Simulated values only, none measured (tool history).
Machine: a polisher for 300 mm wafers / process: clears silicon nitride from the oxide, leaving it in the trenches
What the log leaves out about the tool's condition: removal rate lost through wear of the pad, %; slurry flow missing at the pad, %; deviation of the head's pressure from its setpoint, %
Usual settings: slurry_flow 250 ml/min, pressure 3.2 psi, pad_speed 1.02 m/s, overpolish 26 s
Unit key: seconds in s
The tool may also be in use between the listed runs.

run,hour,slurry_flow,pressure,pad_speed,overpolish,wafers since the last listed run,wafers polished on this pad,hours since the slurry nozzle was cleaned,hours since the head pressure was calibrated,"incoming thickness of the incoming film, nm",seconds
1,0,250,3.2,1.02,26,0,478,184.7,586.5,150,107.7
2,13.3,250,3.2,1.02,26,56,535,198,599.8,147.2,105
3,24.5,250,3.2,1.3,26,47,583,209.2,611,150.4,86.8
4,36.1,250,3.2,1.3,26,49,632,220.8,622.6,149.4,85.9
5,46.2,250,3.2,1.02,26,43,675,230.9,632.7,152.7,112.4
6,60.6,250,3.2,1.02,26,61,737,245.3,647.1,150.1,113
7,72.7,250,3.2,1.02,26,51,788,257.4,659.2,150,109.8
8,89.8,250,3.2,1.02,26,73,862,274.5,676.3,147.6,107.3
9,100,250,3.2,1.02,26,43,905,284.7,686.5,148.8,106.9
# hour 112.6: slurry nozzle cleaned
# hour 116.4: worn pad replaced by a new one
10,116.9,250,4.1,1.02,26,51,2,4.3,703.4,149,89.9
11,131.6,225,4.2,1.2,14,62,64,19,718.1,150.1,76.6
# hour 137.6: head pressure recalibrated
12,182.7,295,2.2,1.02,26,209,274,70.1,45.1,150.3,144.9
13,188.8,250,3.2,1.02,26,26,300,76.2,51.2,148.4,110.2
14,200.8,250,3.2,1.02,26,51,351,88.2,63.2,147.4,107.8
15,213.3,250,3.2,1.02,26,53,405,100.7,75.7,152.9,113
16,229.5,215,3.2,1.02,33,69,474,116.9,91.9,150,108.7
17,239.6,285,4,1.02,11,43,517,127,102,150.8,91.6
18,254.4,250,2.4,0.88,26,63,580,141.8,116.8,149.6,148

The tool's hidden state at each run:
removal rate lost through wear of the pad, %: 0 across all the runs
slurry flow missing at the pad, %: 0 across all the runs
deviation of the head's pressure from its setpoint, %: 0 across all the runs
